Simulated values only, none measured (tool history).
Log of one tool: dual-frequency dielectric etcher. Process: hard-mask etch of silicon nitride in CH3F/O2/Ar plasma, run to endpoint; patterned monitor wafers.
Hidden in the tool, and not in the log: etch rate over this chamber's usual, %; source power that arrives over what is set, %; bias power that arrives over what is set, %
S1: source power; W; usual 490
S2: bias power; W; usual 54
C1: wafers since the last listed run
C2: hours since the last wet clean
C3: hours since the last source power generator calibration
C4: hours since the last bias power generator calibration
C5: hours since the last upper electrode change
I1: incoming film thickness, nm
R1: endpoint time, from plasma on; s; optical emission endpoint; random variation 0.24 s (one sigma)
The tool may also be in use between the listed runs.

{"run": 1, "hour": 0.0, "S1": 490, "S2": 54, "C1": 0, "C2": 110.9, "C3": 2662.8, "C4": 1604.8, "C5": 2371.8, "I1": 56.4, "R1": 79.6}
{"run": 2, "hour": 37.9, "S1": 490, "S2": 54, "C1": 314, "C2": 148.8, "C3": 2700.7, "C4": 1642.7, "C5": 2409.7, "I1": 56.5, "R1": 79.9}
{"run": 3, "hour": 85.5, "S1": 490, "S2": 54, "C1": 394, "C2": 196.4, "C3": 2748.3, "C4": 1690.3, "C5": 2457.3, "I1": 55.8, "R1": 78.9}
{"run": 4, "hour": 141.0, "S1": 490, "S2": 54, "C1": 460, "C2": 251.9, "C3": 2803.8, "C4": 1745.8, "C5": 2512.8, "I1": 56.5, "R1": 80.4}
{"run": 5, "hour": 249.8, "S1": 490, "S2": 54, "C1": 902, "C2": 360.7, "C3": 2912.6, "C4": 1854.6, "C5": 2621.6, "I1": 55.9, "R1": 79.9}
{"hour": 294.4, "done": "wet clean of the chamber"}
{"run": 6, "hour": 294.9, "S1": 490, "S2": 50, "C1": 175, "C2": 0.5, "C3": 2957.7, "C4": 1899.7, "C5": 2666.7, "I1": 56.3, "R1": 80.6}
{"run": 7, "hour": 317.4, "S1": 490, "S2": 54, "C1": 186, "C2": 23, "C3": 2980.2, "C4": 1922.2, "C5": 2689.2, "I1": 55.9, "R1": 78.4}
{"run": 8, "hour": 349.0, "S1": 490, "S2": 54, "C1": 262, "C2": 54.6, "C3": 3011.8, "C4": 1953.8, "C5": 2720.8, "I1": 56.1, "R1": 78.5}
{"run": 9, "hour": 385.4, "S1": 420, "S2": 58, "C1": 301, "C2": 91, "C3": 3048.2, "C4": 1990.2, "C5": 2757.2, "I1": 55.9, "R1": 81.7}
{"run": 10, "hour": 426.5, "S1": 420, "S2": 58, "C1": 340, "C2": 132.1, "C3": 3089.3, "C4": 2031.3, "C5": 2798.3, "I1": 56.1, "R1": 82.2}
{"run": 11, "hour": 463.4, "S1": 600, "S2": 48, "C1": 306, "C2": 169, "C3": 3126.2, "C4": 2068.2, "C5": 2835.2, "I1": 56.1, "R1": 75.5}
{"hour": 479.2, "done": "source power generator calibrated"}
{"run": 12, "hour": 534.5, "S1": 520, "S2": 62, "C1": 556, "C2": 240.1, "C3": 55.3, "C4": 2139.3, "C5": 2906.3, "I1": 56, "R1": 74}
{"run": 13, "hour": 581.9, "S1": 460, "S2": 54, "C1": 393, "C2": 287.5, "C3": 102.7, "C4": 2186.7, "C5": 2953.7, "I1": 56.3, "R1": 82}
{"run": 14, "hour": 613.7, "S1": 580, "S2": 47, "C1": 263, "C2": 319.3, "C3": 134.5, "C4": 2218.5, "C5": 2985.5, "I1": 56.6, "R1": 78.9}
{"run": 15, "hour": 648.2, "S1": 420, "S2": 44, "C1": 286, "C2": 353.8, "C3": 169, "C4": 2253, "C5": 3020, "I1": 56.4, "R1": 91.8}
{"hour": 709.8, "done": "upper electrode replaced"}
{"hour": 721.7, "done": "wet clean of the chamber"}
{"run": 16, "hour": 722.2, "S1": 490, "S2": 54, "C1": 316, "C2": 0.5, "C3": 243, "C4": 2327, "C5": 12.4, "I1": 56.7, "R1": 79.4}
{"hour": 736.0, "done": "bias power generator calibrated"}
{"run": 17, "hour": 753.3, "S1": 450, "S2": 40, "C1": 224, "C2": 31.6, "C3": 274.1, "C4": 17.3, "C5": 43.5, "I1": 56.3, "R1": 90.2}
{"run": 18, "hour": 817.4, "S1": 490, "S2": 54, "C1": 531, "C2": 95.7, "C3": 338.2, "C4": 81.4, "C5": 107.6, "I1": 55.9, "R1": 78.8}
{"run": 19, "hour": 869.6, "S1": 490, "S2": 54, "C1": 433, "C2": 147.9, "C3": 390.4, "C4": 133.6, "C5": 159.8, "I1": 56, "R1": 79.3}
{"run": 20, "hour": 936.2, "S1": 490, "S2": 45, "C1": 552, "C2": 214.5, "C3": 457, "C4": 200.2, "C5": 226.4, "I1": 55.7, "R1": 84}

3 ways to go on from here, each from the tool as it stands after run 20. What would each give?
{"run": "A", "hour": 936.6, "S1": 490, "S2": 54, "C1": 3, "C2": 214.9, "C3": 457.4, "C4": 200.6, "C5": 226.8, "I1": 56.7, "R1": "?"}
{"run": "B", "hour": 936.6, "S1": 450, "S2": 49, "C1": 3, "C2": 214.9, "C3": 457.4, "C4": 200.6, "C5": 226.8, "I1": 56.7, "R1": "?"}
{"run": "C", "hour": 936.6, "S1": 380, "S2": 49, "C1": 3, "C2": 214.9, "C3": 457.4, "C4": 200.6, "C5": 226.8, "I1": 56.7, "R1": "?"}

run=A R1=80.6
run=B R1=86.1
run=C R1=92.2
Without the tool's hidden state the same runs would have given:
run=A R1=79.3
run=B R1=84.8
run=C R1=90.9
